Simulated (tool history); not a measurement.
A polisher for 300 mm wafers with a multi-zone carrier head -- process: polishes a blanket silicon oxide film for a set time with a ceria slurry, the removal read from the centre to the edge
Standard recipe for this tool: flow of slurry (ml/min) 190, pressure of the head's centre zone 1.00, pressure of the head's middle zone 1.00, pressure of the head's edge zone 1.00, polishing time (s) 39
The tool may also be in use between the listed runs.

| run | hour | flow of slurry (ml/min) | pressure of the head's centre zone | pressure of the head's middle zone | pressure of the head's edge zone | polishing time (s) | wafers since the last listed run | wafers polished on this pad | hours since the slurry nozzle was cleaned | hours since the centre zone pressure was calibrated | hours since the edge zone pressure was calibrated | hours since the carrier head's membrane was replaced | incoming thickness of the incoming film, nm | film removed at the wafer's centre (nm) | film removed at mid-radius (nm) | film removed at the wafer's edge (nm) |
|---|---|---|---|---|---|---|---|---|---|---|---|---|---|---|---|---|
| 1 | 0.0 | 190 | 1.09 | 1.00 | 1.00 | 39 | 0 | 232 | 334.5 | 430.6 | 899.3 | 1827.0 | 1765.0 | 138.9 | 133.5 | 130.6 |
| 2 | 54.3 | 190 | 1.00 | 1.00 | 1.00 | 39 | 697 | 929 | 388.8 | 484.9 | 953.6 | 1881.3 | 1793.6 | 126.9 | 130.2 | 127.2 |
|  | 86.4 | worn pad replaced by a new one |
| 3 | 95.2 | 190 | 1.00 | 1.00 | 1.00 | 39 | 474 | 113 | 429.7 | 525.8 | 994.5 | 1922.2 | 1765.9 | 131.8 | 132.8 | 130.1 |
| 4 | 131.7 | 190 | 1.00 | 1.00 | 1.00 | 39 | 468 | 581 | 466.2 | 562.3 | 1031.0 | 1958.7 | 1813.7 | 126.7 | 129.2 | 128.3 |
| 5 | 174.1 | 190 | 1.04 | 1.00 | 1.00 | 39 | 544 | 1126 | 508.6 | 604.7 | 1073.4 | 2001.1 | 1786.5 | 130.2 | 127.9 | 124.5 |
|  | 218.1 | worn pad replaced by a new one |
| 6 | 231.3 | 190 | 1.04 | 1.00 | 1.00 | 39 | 683 | 169 | 565.8 | 661.9 | 1130.6 | 2058.3 | 1798.6 | 131.5 | 132.2 | 127.9 |
|  | 245.3 | edge zone pressure recalibrated |
| 7 | 281.9 | 190 | 1.00 | 1.00 | 0.97 | 39 | 624 | 793 | 616.4 | 712.5 | 36.6 | 2108.9 | 1780.0 | 126.3 | 129.5 | 125.6 |
| 8 | 312.2 | 190 | 1.09 | 0.93 | 1.00 | 39 | 389 | 1183 | 646.7 | 742.8 | 66.9 | 2139.2 | 1763.9 | 136.7 | 120.3 | 123.7 |
|  | 336.8 | worn pad replaced by a new one |
| 9 | 346.1 | 145 | 1.03 | 1.00 | 1.00 | 39 | 384 | 119 | 680.6 | 776.7 | 100.8 | 2173.1 | 1765.3 | 123.7 | 122.7 | 123.5 |
|  | 362.0 | slurry nozzle cleaned |
| 10 | 398.7 | 190 | 1.00 | 0.96 | 1.11 | 39 | 662 | 782 | 36.7 | 829.3 | 153.4 | 2225.7 | 1747.8 | 132.9 | 131.1 | 137.0 |
|  | 413.3 | centre zone pressure recalibrated |
|  | 418.0 | carrier head's membrane replaced by a new one |
| 11 | 431.7 | 215 | 0.89 | 1.00 | 1.11 | 32 | 337 | 1119 | 69.7 | 18.4 | 186.4 | 13.7 | 1770.4 | 98.2 | 110.4 | 112.6 |
|  | 450.2 | worn pad replaced by a new one |
| 12 | 485.5 | 190 | 1.00 | 1.00 | 1.00 | 39 | 639 | 453 | 123.5 | 72.2 | 240.2 | 67.5 | 1778.2 | 131.2 | 136.8 | 130.0 |
| 13 | 520.3 | 160 | 1.00 | 1.00 | 1.00 | 44 | 447 | 900 | 158.3 | 107.0 | 275.0 | 102.3 | 1815.2 | 140.5 | 144.1 | 142.1 |
|  | 551.1 | worn pad replaced by a new one |
| 14 | 573.9 | 190 | 0.90 | 0.88 | 1.00 | 39 | 637 | 292 | 211.9 | 160.6 | 328.6 | 155.9 | 1809.2 | 119.0 | 122.2 | 131.2 |

The logged runs with the hidden state left out (each run's random variation unchanged):
Hidden conditions of the tool in this case: removal rate lost through wear of the pad, %; slurry flow missing at the pad, %; deviation of the centre zone's pressure from its setpoint, %; deviation of the edge zone's pressure from its setpoint, %.
| run | film removed at the wafer's centre (nm) | film removed at mid-radius (nm) | film removed at the wafer's edge (nm) |
|---|---|---|---|
| 1 | 147.7 | 141.1 | 136.4 |
| 2 | 138.6 | 141.4 | 136.2 |
| 3 | 141.0 | 141.2 | 136.3 |
| 4 | 137.9 | 139.7 | 136.6 |
| 5 | 144.6 | 141.0 | 135.1 |
| 6 | 141.7 | 141.4 | 134.5 |
| 7 | 139.2 | 141.6 | 135.1 |
| 8 | 152.7 | 133.3 | 134.7 |
| 9 | 136.6 | 133.9 | 131.6 |
| 10 | 138.1 | 136.1 | 141.8 |
| 11 | 103.9 | 116.6 | 118.5 |
| 12 | 137.7 | 143.1 | 135.2 |
| 13 | 151.2 | 154.5 | 150.9 |
| 14 | 125.5 | 128.4 | 136.5 |
